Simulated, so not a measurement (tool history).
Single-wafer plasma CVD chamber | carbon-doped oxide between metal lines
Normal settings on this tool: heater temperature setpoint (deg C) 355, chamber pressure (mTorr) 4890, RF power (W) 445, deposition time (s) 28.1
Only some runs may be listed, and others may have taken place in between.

| run | hour | heater temperature setpoint (deg C) | chamber pressure (mTorr) | RF power (W) | deposition time (s) | wafers since the last listed run | hours since the last thermocouple change | hours since the last RF generator calibration | hours since the last manometer calibration | hours since the showerhead was replaced | hours since the gauge calibration | read-back reference wafer on the same gauge, thickness_nm | mean film thickness on the monitor wafer (nm) |
|---|---|---|---|---|---|---|---|---|---|---|---|---|---|
| 1 | 0 | 344 | 5580 | 445 | 28.1 | 0 | 1061.2 | 1067.6 | 2034.6 | 2871 | 634.6 | 126.933 | 138.36 |
| 2 | 87.6 | 355 | 4890 | 475 | 28.1 | 1911 | 1148.8 | 1155.2 | 2122.2 | 2958.6 | 722.2 | 127.038 | 139.877 |
| 3 | 175.8 | 355 | 4890 | 475 | 28.1 | 1924 | 1237 | 1243.4 | 2210.4 | 3046.8 | 810.4 | 127.015 | 139.224 |
| 4 | 236.4 | 355 | 4890 | 475 | 28.1 | 1322 | 1297.6 | 1304 | 2271 | 3107.4 | 871 | 127.038 | 139.012 |
| 5 | 278.3 | 355 | 4890 | 445 | 31.5 | 914 | 1339.5 | 1345.9 | 2312.9 | 3149.3 | 912.9 | 127.001 | 145.878 |
| 6 | 365.3 | 355 | 4890 | 445 | 31.5 | 1898 | 1426.5 | 1432.9 | 2399.9 | 3236.3 | 999.9 | 127.019 | 146.135 |
| 7 | 424.5 | 355 | 4890 | 445 | 31.5 | 1291 | 1485.7 | 1492.1 | 2459.1 | 3295.5 | 1059.1 | 127.028 | 146.516 |
|  | 434.9 | RF generator calibrated |
|  | 436.3 | showerhead replaced |
|  | 441 | gauge calibrated |
| 8 | 479.7 | 360 | 4890 | 445 | 28.1 | 1000 | 1540.9 | 44.8 | 2514.3 | 43.4 | 38.7 | 126.987 | 132.048 |
| 9 | 583.4 | 360 | 4890 | 445 | 28.1 | 2262 | 1644.6 | 148.5 | 2618 | 147.1 | 142.4 | 127.012 | 130.506 |
|  | 668.5 | capacitance manometer re-zeroed and calibrated |
| 10 | 669 | 355 | 4890 | 445 | 23.7 | 1692 | 1730.2 | 234.1 | 0.5 | 232.7 | 228 | 126.914 | 112.028 |
| 11 | 807.7 | 360 | 3930 | 365 | 30.1 | 3025 | 1868.9 | 372.8 | 139.2 | 371.4 | 366.7 | 127.042 | 108.62 |
| 12 | 845.1 | 355 | 4030 | 445 | 28.1 | 815 | 1906.3 | 410.2 | 176.6 | 408.8 | 404.1 | 126.935 | 126.837 |
|  | 895.7 | thermocouple changed; heater temperature recalibrated |
| 13 | 1007.5 | 348 | 3920 | 445 | 28.1 | 3368 | 111.8 | 572.6 | 339 | 571.2 | 566.5 | 127.007 | 131.508 |
| 14 | 1073.6 | 355 | 5510 | 445 | 28.1 | 1442 | 177.9 | 638.7 | 405.1 | 637.3 | 632.6 | 126.916 | 135.451 |
| 15 | 1118.9 | 355 | 4890 | 510 | 25.7 | 988 | 223.2 | 684 | 450.4 | 682.6 | 677.9 | 127.016 | 136.847 |
| 16 | 1208.7 | 355 | 4890 | 445 | 28.1 | 1959 | 313 | 773.8 | 540.2 | 772.4 | 767.7 | 127.006 | 132.487 |
| 17 | 1255.8 | 355 | 5610 | 445 | 24.4 | 1027 | 360.1 | 820.9 | 587.3 | 819.5 | 814.8 | 127.037 | 118.25 |
| 18 | 1326.8 | 344 | 4890 | 445 | 30 | 1548 | 431.1 | 891.9 | 658.3 | 890.5 | 885.8 | 126.971 | 147.311 |

4 options for the next run, each taken on its own from the tool as it stands now. Forecast them:
| A | 1327.2 | 355 | 4890 | 445 | 28.1 | 8 | 431.5 | 892.3 | 658.7 | 890.9 | 886.2 | ? | ? |
| B | 1327.2 | 346 | 3960 | 445 | 22.6 | 8 | 431.5 | 892.3 | 658.7 | 890.9 | 886.2 | ? | ? |
| C | 1327.2 | 361 | 5830 | 380 | 25.9 | 8 | 431.5 | 892.3 | 658.7 | 890.9 | 886.2 | ? | ? |
| D | 1327.2 | 341 | 5940 | 500 | 28.1 | 8 | 431.5 | 892.3 | 658.7 | 890.9 | 886.2 | ? | ? |

| run | read-back reference wafer on the same gauge, thickness_nm | mean film thickness on the monitor wafer (nm) |
|---|---|---|
| A | 127.042 | 132.328 |
| B | 127.042 | 106.21 |
| C | 127.042 | 104.539 |
| D | 127.042 | 158.072 |
Stripped of hidden state, with their random variation kept, the same runs would have yielded:
| run | mean film thickness on the monitor wafer (nm) |
|---|---|
| A | 135.381 |
| B | 108.661 |
| C | 107.047 |
| D | 161.161 |
